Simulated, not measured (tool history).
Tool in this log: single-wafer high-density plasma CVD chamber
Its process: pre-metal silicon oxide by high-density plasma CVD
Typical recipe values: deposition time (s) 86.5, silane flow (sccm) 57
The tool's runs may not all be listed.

run   hour  deposition time (s)  silane flow (sccm)  wafers since the last listed run  hours since the silane flow controller was replaced  hours since the gauge calibration  read-back reference wafer on the same gauge, thickness_nm  mean film thickness on the monitor wafer (nm)
  1      0                 86.5                  57                                 0                                               1322.9                              261.3                                                    522.448                                        463.769
  2   26.5                 86.5                  57                               259                                               1349.4                              287.8                                                    521.468                                        466.425
  3     48                 86.5                  57                               210                                               1370.9                              309.3                                                    523.298                                        464.865
  4   75.5                 86.5                  57                               269                                               1398.4                              336.8                                                    520.393                                        469.464
  5   97.7                 86.5                  57                               217                                               1420.6                                359                                                    523.797                                        475.126
  6  131.5                 86.5                  57                               331                                               1454.4                              392.8                                                    522.932                                        470.959
  7  162.2                 86.5                  57                               300                                               1485.1                              423.5                                                    522.104                                        471.963
  8  186.4                 86.5                  65                               237                                               1509.3                              447.7                                                    522.507                                        522.479
  9  208.1                 86.5                  65                               212                                                 1531                              469.4                                                     522.51                                        526.654
 10  233.6                 86.5                  65                               249                                               1556.5                              494.9                                                     521.11                                        527.004
 11  269.3                 86.5                  52                               349                                               1592.2                              530.6                                                    520.827                                         432.52
 12  281.4                 86.5                  57                               118                                               1604.3                              542.7                                                    522.434                                        468.901
 13  304.4                 86.5                  50                               225                                               1627.3                              565.7                                                    521.973                                        416.461
     315.2  -- silane flow controller replaced
 14  334.3                 90.9                  57                               214                                                 19.1                              595.6                                                    522.103                                        493.691
 15  369.5                 86.5                  57                               345                                                 54.3                              630.8                                                    524.013                                        466.229
 16  398.1                 99.3                  63                               280                                                 82.9                              659.4                                                    522.032                                        591.506
 17    435                 70.8                  46                               361                                                119.8                              696.3                                                    522.116                                        320.457
     446.7  -- gauge calibrated
 18  450.6                 94.5                  51                               152                                                135.4                                3.9                                                        522                                        461.844
 19    484                 86.5                  57                               327                                                168.8                               37.3                                                    522.246                                        467.712
 20  506.5                 98.8                  63                               220                                                191.3                               59.8                                                    521.472                                        578.276
 21    532                101.8                  47                               249                                                216.8                               85.3                                                     520.37                                        472.673
 22  567.1                   91                  52                               344                                                251.9                              120.4                                                    523.152                                        455.845
 23  603.1                 75.6                  61                               352                                                287.9                              156.4                                                    522.768                                        434.324

What differs in the tool's unlogged condition from the final listed run ahead of each entry between runs to the first listed run following it?
From run 13 to run 14: silane flow controller replaced (hour 315.2)
  both runs share identical hidden conditions
From run 17 to run 18: gauge calibrated (hour 446.7)
  both runs share identical hidden conditions
